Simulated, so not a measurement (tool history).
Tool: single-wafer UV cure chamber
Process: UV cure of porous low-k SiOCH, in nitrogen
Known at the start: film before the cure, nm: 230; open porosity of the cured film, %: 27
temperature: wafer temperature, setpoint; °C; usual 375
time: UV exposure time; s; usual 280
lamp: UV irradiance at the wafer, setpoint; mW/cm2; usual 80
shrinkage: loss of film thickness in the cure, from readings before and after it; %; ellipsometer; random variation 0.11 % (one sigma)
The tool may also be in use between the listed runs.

{"run": 1, "day": 0.0, "temperature": 385, "time": 280, "lamp": 80, "shrinkage": 14.138}
{"run": 2, "day": 1.854, "temperature": 375, "time": 390, "lamp": 80, "shrinkage": 15.343}
{"run": 3, "day": 5.208, "temperature": 375, "time": 390, "lamp": 80, "shrinkage": 15.441}
{"run": 4, "day": 9.017, "temperature": 375, "time": 390, "lamp": 80, "shrinkage": 15.456}
{"day": 11.162, "done": "quartz window cleaned"}
{"run": 5, "day": 13.321, "temperature": 375, "time": 280, "lamp": 80, "shrinkage": 13.717}
{"run": 6, "day": 15.338, "temperature": 375, "time": 280, "lamp": 80, "shrinkage": 13.622}
{"run": 7, "day": 18.467, "temperature": 375, "time": 280, "lamp": 80, "shrinkage": 13.813}
{"run": 8, "day": 20.396, "temperature": 375, "time": 280, "lamp": 80, "shrinkage": 13.819}
{"run": 9, "day": 22.908, "temperature": 375, "time": 280, "lamp": 80, "shrinkage": 13.612}
{"day": 25.4, "done": "quartz window cleaned"}
{"run": 10, "day": 25.842, "temperature": 375, "time": 280, "lamp": 80, "shrinkage": 13.996}
{"day": 27.804, "done": "UV bulbs replaced"}
{"run": 11, "day": 28.158, "temperature": 375, "time": 280, "lamp": 80, "shrinkage": 14.041}
{"run": 12, "day": 39.329, "temperature": 375, "time": 280, "lamp": 80, "shrinkage": 13.914}
{"day": 43.554, "done": "quartz window cleaned"}
{"run": 13, "day": 43.725, "temperature": 383, "time": 415, "lamp": 80, "shrinkage": 16.09}
{"run": 14, "day": 52.475, "temperature": 381, "time": 145, "lamp": 118, "shrinkage": 12.622}
{"run": 15, "day": 56.158, "temperature": 395, "time": 120, "lamp": 80, "shrinkage": 9.943}
{"run": 16, "day": 57.742, "temperature": 375, "time": 365, "lamp": 53, "shrinkage": 12.951}
{"day": 58.775, "done": "quartz window cleaned"}
{"run": 17, "day": 59.383, "temperature": 375, "time": 280, "lamp": 80, "shrinkage": 13.847}
{"run": 18, "day": 61.204, "temperature": 375, "time": 380, "lamp": 80, "shrinkage": 15.242}
{"run": 19, "day": 64.117, "temperature": 389, "time": 280, "lamp": 80, "shrinkage": 14.017}
{"run": 20, "day": 66.246, "temperature": 375, "time": 280, "lamp": 80, "shrinkage": 13.779}
{"run": 21, "day": 70.467, "temperature": 375, "time": 115, "lamp": 52, "shrinkage": 7.327}
{"run": 22, "day": 73.496, "temperature": 356, "time": 140, "lamp": 80, "shrinkage": 10.04}
{"day": 74.196, "done": "quartz window cleaned"}
{"run": 23, "day": 75.254, "temperature": 375, "time": 280, "lamp": 48, "shrinkage": 11.196}
{"run": 24, "day": 77.7, "temperature": 380, "time": 400, "lamp": 80, "shrinkage": 15.987}
{"run": 25, "day": 80.408, "temperature": 393, "time": 280, "lamp": 80, "shrinkage": 14.109}

5 ways to go on from here, each from the tool as it stands after run 25. What would each give?
{"run": "A", "day": 80.429, "temperature": 375, "time": 215, "lamp": 80, "shrinkage": "?"}
{"run": "B", "day": 80.429, "temperature": 375, "time": 280, "lamp": 93, "shrinkage": "?"}
{"run": "C", "day": 80.429, "temperature": 381, "time": 150, "lamp": 53, "shrinkage": "?"}
{"run": "D", "day": 80.429, "temperature": 382, "time": 190, "lamp": 102, "shrinkage": "?"}
{"run": "E", "day": 80.429, "temperature": 392, "time": 280, "lamp": 80, "shrinkage": "?"}

run=A shrinkage=12.47
run=B shrinkage=14.617
run=C shrinkage=8.796
run=D shrinkage=13.226
run=E shrinkage=14.186
Without the tool's hidden state the same runs would have given:
run=A shrinkage=12.47
run=B shrinkage=14.617
run=C shrinkage=8.796
run=D shrinkage=13.226
run=E shrinkage=14.186
